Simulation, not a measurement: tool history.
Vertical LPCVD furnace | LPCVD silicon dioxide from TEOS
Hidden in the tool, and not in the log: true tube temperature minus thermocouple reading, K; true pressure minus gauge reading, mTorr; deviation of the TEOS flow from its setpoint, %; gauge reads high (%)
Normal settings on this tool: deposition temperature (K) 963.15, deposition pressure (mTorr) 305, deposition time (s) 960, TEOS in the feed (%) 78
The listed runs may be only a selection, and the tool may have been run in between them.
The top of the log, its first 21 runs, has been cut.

run	hour	deposition temperature (K)	deposition pressure (mTorr)	deposition time (s)	TEOS in the feed (%)	wafers since the last listed run	hours since the last temperature calibration	hours since the pressure gauge was zeroed	hours since the TEOS flow controller was replaced	hours since the gauge calibration	read-back reference wafer on the same gauge, thickness	film thickness on the monitor wafer in the middle of the boat (angstrom)
22	265.0	963.15	305	960	78	333	113.5	227.8	80.0	156.4	104.94	1028.1
23	278.8	963.15	265	960	78	261	127.3	241.6	93.8	170.2	105.03	960.6
24	292.1	963.15	305	960	73	252	140.6	254.9	107.1	183.5	105.06	996.5
25	307.0	956.15	305	1080	78	282	155.5	269.8	122.0	198.4	104.99	982.3
26	319.4	963.15	305	960	86	235	167.9	282.2	134.4	210.8	104.98	1080.5
27	328.3	955.15	305	960	78	168	176.8	291.1	143.3	219.7	105.01	849.6
28	337.9	970.15	265	960	64	182	186.4	300.7	152.9	229.3	104.95	1025.9
29	363.3	960.15	305	1080	78	481	211.8	326.1	178.3	254.7	105.00	1078.6
30	376.9	963.15	305	960	78	258	225.4	339.7	191.9	268.3	104.95	1028.6

Predict each of these 5 candidate next runs independently; none follows another, all start after run 30:
A	381.1	963.15	305	960	78	79	229.6	343.9	196.1	272.5	?	?
B	381.1	957.15	270	1290	70	79	229.6	343.9	196.1	272.5	?	?
C	381.1	973.15	260	1200	92	79	229.6	343.9	196.1	272.5	?	?
D	381.1	963.15	280	780	69	79	229.6	343.9	196.1	272.5	?	?
E	381.1	963.15	305	630	69	79	229.6	343.9	196.1	272.5	?	?

run	read-back reference wafer on the same gauge, thickness	film thickness on the monitor wafer in the middle of the boat (angstrom)
A	105.01	1029.4
B	105.01	1068.3
C	105.01	1631.9
D	105.01	753.7
E	105.01	635.4
Without the tool's hidden state the same runs would have given:
run	film thickness on the monitor wafer in the middle of the boat (angstrom)
A	1021.5
B	1060.0
C	1619.6
D	748.0
E	630.5

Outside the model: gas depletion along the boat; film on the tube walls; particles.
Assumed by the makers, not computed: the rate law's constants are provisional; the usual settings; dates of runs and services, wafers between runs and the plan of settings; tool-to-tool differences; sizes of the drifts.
